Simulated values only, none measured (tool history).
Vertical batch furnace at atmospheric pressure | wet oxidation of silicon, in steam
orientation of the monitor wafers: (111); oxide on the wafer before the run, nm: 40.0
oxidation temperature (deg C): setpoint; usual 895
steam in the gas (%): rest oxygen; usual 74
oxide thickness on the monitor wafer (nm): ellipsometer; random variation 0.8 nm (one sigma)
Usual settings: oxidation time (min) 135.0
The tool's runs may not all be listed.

run	hour	oxidation temperature (deg C)	oxidation time (min)	steam in the gas (%)	wafers since the last listed run	hours since the last temperature calibration	hours since the steam generator was serviced	hours since the gauge calibration	read-back reference wafer on the same gauge, thickness	oxide thickness on the monitor wafer (nm)
1	0.0	895	185.0	74	0	1203.4	903.2	370.7	338.91	442.96
2	44.8	895	185.0	74	355	1248.2	948.0	415.5	339.12	442.53
3	86.6	895	185.0	74	331	1290.0	989.8	457.3	338.96	440.98
4	136.2	895	135.0	74	393	1339.6	1039.4	506.9	338.91	355.17
5	219.5	895	135.0	74	660	1422.9	1122.7	590.2	339.03	354.69
6	263.8	895	135.0	74	351	1467.2	1167.0	634.5	338.96	355.05
7	340.6	913	135.0	74	608	1544.0	1243.8	711.3	339.00	413.58
8	396.7	913	135.0	74	444	1600.1	1299.9	767.4	339.03	414.78
9	443.5	913	135.0	74	370	1646.9	1346.7	814.2	339.12	413.92
10	549.5	888	135.0	74	839	1752.9	1452.7	920.2	338.98	330.54
11	613.9	895	135.0	74	510	1817.3	1517.1	984.6	339.01	352.97
12	653.9	895	135.0	74	316	1857.3	1557.1	1024.6	338.95	354.72
# hour 731.2: thermocouples replaced and temperature profile calibrated
13	862.5	889	135.0	74	1462	131.3	1765.7	1233.2	338.99	335.52
14	940.1	911	135.0	74	614	208.9	1843.3	1310.8	339.04	405.73
15	1043.6	911	135.0	74	820	312.4	1946.8	1414.3	339.03	408.16
# hour 1071.6: gauge calibrated
16	1103.2	895	135.0	74	472	372.0	2006.4	31.6	339.01	354.95
17	1175.6	895	97.5	86	573	444.4	2078.8	104.0	338.89	312.10
18	1250.0	895	135.0	74	589	518.8	2153.2	178.4	339.09	353.94
19	1340.2	884	86.0	83	714	609.0	2243.4	268.6	338.95	250.17
20	1379.6	895	135.0	74	312	648.4	2282.8	308.0	338.96	353.56
21	1440.8	918	101.0	69	484	709.6	2344.0	369.2	339.11	336.27
22	1490.8	913	77.0	78	396	759.6	2394.0	419.2	338.82	292.27
23	1568.2	895	135.0	85	613	837.0	2471.4	496.6	338.95	386.97
# hour 1620.8: steam generator serviced
24	1661.7	888	135.0	74	550	930.5	40.9	590.1	339.08	333.16
25	1760.6	895	135.0	74	783	1029.4	139.8	689.0	338.94	355.88
26	1862.2	895	135.0	74	805	1131.0	241.4	790.6	338.92	356.73
27	1925.3	895	135.0	66	500	1194.1	304.5	853.7	338.88	328.74
28	2019.7	905	75.0	69	748	1288.5	398.9	948.1	339.10	248.77
29	2106.5	903	102.0	77	687	1375.3	485.7	1034.9	339.01	325.15
30	2180.6	887	157.5	83	587	1449.4	559.8	1109.0	339.00	396.86

Hidden state or all else? Some run-to-run changes of oxide thickness on the monitor wafer (nm), split into what the settings, what came in and random variation would give without the hidden state, and what is left for the hidden state (with any gauge scatter that isn't in both results):
The hidden state here: true tube temperature minus thermocouple reading, K; steam share off its setpoint, % of the setpoint; gauge reads high (%).
Run 18 -> 19: oxidation temperature (deg C) 895 -> 884, oxidation time (min) 135.0 -> 86.0, steam in the gas (%) 74 -> 83. oxide thickness on the monitor wafer (nm) -103.77: hidden state +0.91, all else -104.68.
Run 19 -> 20: oxidation temperature (deg C) 884 -> 895, oxidation time (min) 86.0 -> 135.0, steam in the gas (%) 83 -> 74. oxide thickness on the monitor wafer (nm) +103.39: hidden state -1.11, all else +104.50.
Run 22 -> 23: oxidation temperature (deg C) 913 -> 895, oxidation time (min) 77.0 -> 135.0, steam in the gas (%) 78 -> 85. oxide thickness on the monitor wafer (nm) +94.70: hidden state -1.26, all else +95.96.
Run 23 -> 24: oxidation temperature (deg C) 895 -> 888, steam in the gas (%) 85 -> 74, steam generator serviced. oxide thickness on the monitor wafer (nm) -53.81: hidden state +4.26, all else -58.07.

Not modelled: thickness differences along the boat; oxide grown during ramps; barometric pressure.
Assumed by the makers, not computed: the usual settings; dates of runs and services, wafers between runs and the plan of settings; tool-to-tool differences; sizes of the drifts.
